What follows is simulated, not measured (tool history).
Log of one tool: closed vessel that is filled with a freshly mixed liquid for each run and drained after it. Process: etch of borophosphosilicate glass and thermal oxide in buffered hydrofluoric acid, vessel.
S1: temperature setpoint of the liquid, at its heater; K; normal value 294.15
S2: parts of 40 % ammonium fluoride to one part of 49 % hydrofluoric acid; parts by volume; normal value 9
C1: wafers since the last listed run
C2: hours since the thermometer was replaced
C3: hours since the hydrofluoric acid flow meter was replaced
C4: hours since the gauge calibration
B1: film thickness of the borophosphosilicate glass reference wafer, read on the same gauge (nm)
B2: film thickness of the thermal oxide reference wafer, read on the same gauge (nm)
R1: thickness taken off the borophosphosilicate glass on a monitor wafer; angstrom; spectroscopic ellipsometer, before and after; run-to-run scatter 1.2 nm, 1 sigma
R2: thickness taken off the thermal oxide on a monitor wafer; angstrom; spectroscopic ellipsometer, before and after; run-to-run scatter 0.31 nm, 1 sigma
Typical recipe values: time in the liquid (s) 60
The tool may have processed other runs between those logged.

Run 1, hour 0: usual settings but time in the liquid (s) 40; C1 0; C2 1560.6; C3 383.4; C4 2202.3; B1 140.01; B2 40. Result: R1 1016.5 angstrom, R2 436.2 angstrom.
Run 2, hour 67.8: usual settings; C1 9634; C2 1628.4; C3 451.2; C4 2270.1; B1 140.01; B2 40.01. Result: R1 1523.8 angstrom, R2 660 angstrom.
At hour 88.1: gauge calibrated.
Run 3, hour 137.7: usual settings; C1 9932; C2 1698.3; C3 521.1; C4 49.6; B1 139.98; B2 40.01. Result: R1 1528.7 angstrom, R2 661.7 angstrom.
Run 4, hour 180.3: usual settings; C1 6053; C2 1740.9; C3 563.7; C4 92.2; B1 140.02; B2 40. Result: R1 1560.9 angstrom, R2 661 angstrom.
Run 5, hour 220.8: usual settings but time in the liquid (s) 90; C1 5754; C2 1781.4; C3 604.2; C4 132.7; B1 139.99; B2 40.04. Result: R1 2307 angstrom, R2 1014.4 angstrom.
At hour 243.6: hydrofluoric acid flow meter replaced.
Run 6, hour 251.1: usual settings but S1 291.65 K, S2 12 parts by volume, time in the liquid (s) 30; C1 4163; C2 1811.7; C3 7.5; C4 163; B1 140; B2 40.06. Result: R1 494.9 angstrom, R2 211.4 angstrom.
Run 7, hour 317.4: usual settings but S1 295.65 K, S2 8 parts by volume; C1 9420; C2 1878; C3 73.8; C4 229.3; B1 140; B2 40.02. Result: R1 1782.5 angstrom, R2 780.9 angstrom.
Run 8, hour 347.8: usual settings; C1 4319; C2 1908.4; C3 104.2; C4 259.7; B1 140.01; B2 40.03. Result: R1 1445.8 angstrom, R2 627.7 angstrom.
Run 9, hour 379.2: usual settings; C1 4461; C2 1939.8; C3 135.6; C4 291.1; B1 139.94; B2 40.01. Result: R1 1459 angstrom, R2 629.4 angstrom.
At hour 404.2: thermometer replaced.
Run 10, hour 424.3: usual settings; C1 6266; C2 20.1; C3 180.7; C4 336.2; B1 140; B2 40.03. Result: R1 1465 angstrom, R2 634.9 angstrom.
Run 11, hour 479.7: usual settings but S1 295.65 K; C1 7872; C2 75.5; C3 236.1; C4 391.6; B1 140.05; B2 40. Result: R1 1605.1 angstrom, R2 692 angstrom.
Run 12, hour 521.6: usual settings; C1 5953; C2 117.4; C3 278; C4 433.5; B1 140.04; B2 40. Result: R1 1490.7 angstrom, R2 644.1 angstrom.
Run 13, hour 585.7: usual settings; C1 9108; C2 181.5; C3 342.1; C4 497.6; B1 139.98; B2 40. Result: R1 1477 angstrom, R2 649.4 angstrom.
Run 14, hour 617.7: usual settings but S1 290.15 K; C1 4547; C2 213.5; C3 374.1; C4 529.6; B1 140.02; B2 39.93. Result: R1 1209 angstrom, R2 519.3 angstrom.
Run 15, hour 649.1: usual settings but S1 292.65 K, S2 10.5 parts by volume, time in the liquid (s) 30; C1 4461; C2 244.9; C3 405.5; C4 561; B1 139.95; B2 40. Result: R1 617.9 angstrom, R2 266.4 angstrom.
Run 16, hour 713: usual settings but S1 290.15 K, S2 8 parts by volume; C1 9079; C2 308.8; C3 469.4; C4 624.9; B1 140; B2 40. Result: R1 1405.1 angstrom, R2 588.8 angstrom.
Run 17, hour 741.3: usual settings but S1 292.65 K; C1 4021; C2 337.1; C3 497.7; C4 653.2; B1 140.04; B2 40.03. Result: R1 1389.7 angstrom, R2 600.4 angstrom.
Run 18, hour 775.1: usual settings but S1 290.15 K, S2 7.5 parts by volume, time in the liquid (s) 45; C1 4802; C2 370.9; C3 531.5; C4 687; B1 140; B2 40.03. Result: R1 1107.6 angstrom, R2 481.6 angstrom.
At hour 789.5: hydrofluoric acid flow meter replaced.
Run 19, hour 824.8: usual settings but S2 7 parts by volume, time in the liquid (s) 75; C1 6920; C2 420.6; C3 35.3; C4 736.7; B1 139.97; B2 40.01. Result: R1 2400.6 angstrom, R2 1031.9 angstrom.
Run 20, hour 895.1: usual settings but S1 296.15 K, S2 7.5 parts by volume, time in the liquid (s) 45; C1 9989; C2 490.9; C3 105.6; C4 807; B1 140.06; B2 39.99. Result: R1 1510.4 angstrom, R2 648.6 angstrom.
Run 21, hour 966.8: usual settings; C1 10188; C2 562.6; C3 177.3; C4 878.7; B1 140.01; B2 40.02. Result: R1 1476.8 angstrom, R2 639.9 angstrom.
Run 22, hour 1033.8: usual settings but time in the liquid (s) 80; C1 9520; C2 629.6; C3 244.3; C4 945.7; B1 140.05; B2 40.04. Result: R1 2005 angstrom, R2 866.9 angstrom.
Run 23, hour 1073.1: usual settings; C1 5584; C2 668.9; C3 283.6; C4 985; B1 140.01; B2 40.02. Result: R1 1490.3 angstrom, R2 653.8 angstrom.
Run 24, hour 1124.4: usual settings but S1 290.15 K, S2 12.5 parts by volume, time in the liquid (s) 75; C1 7289; C2 720.2; C3 334.9; C4 1036.3; B1 139.98; B2 39.98. Result: R1 1123.8 angstrom, R2 491.9 angstrom.
Run 25, hour 1181.4: usual settings but S1 290.65 K; C1 8099; C2 777.2; C3 391.9; C4 1093.3; B1 140.02; B2 40.02. Result: R1 1255.4 angstrom, R2 545.9 angstrom.
Run 26, hour 1233.4: usual settings; C1 7388; C2 829.2; C3 443.9; C4 1145.3; B1 139.95; B2 40. Result: R1 1507.5 angstrom, R2 664.3 angstrom.

Branching from run 26: 3 alternative next runs. What would each branch give?
Run A, hour 1234.1: usual settings but S2 8 parts by volume; C1 99; C2 829.9; C3 444.6; C4 1146; B1 ?; B2 ?. Result: R1 ?, R2 ?.
Run B, hour 1234.1: usual settings but S1 290.15 K, time in the liquid (s) 75; C1 99; C2 829.9; C3 444.6; C4 1146; B1 ?; B2 ?. Result: R1 ?, R2 ?.
Run C, hour 1234.1: usual settings but S1 296.15 K, S2 6 parts by volume; C1 99; C2 829.9; C3 444.6; C4 1146; B1 ?; B2 ?. Result: R1 ?, R2 ?.

run      B1     B2      R1      R2
  A  140.01  40.01  1739.3   751.5
  B  140.01  40.01  1530.3     660
  C  140.01  40.01  2539.2  1092.9
With the hidden condition removed and each run's random variation left untouched, the same runs would have given:
run      R1     R2
  A  1631.2  705.3
  B  1434.9  619.3
  C    2413   1040
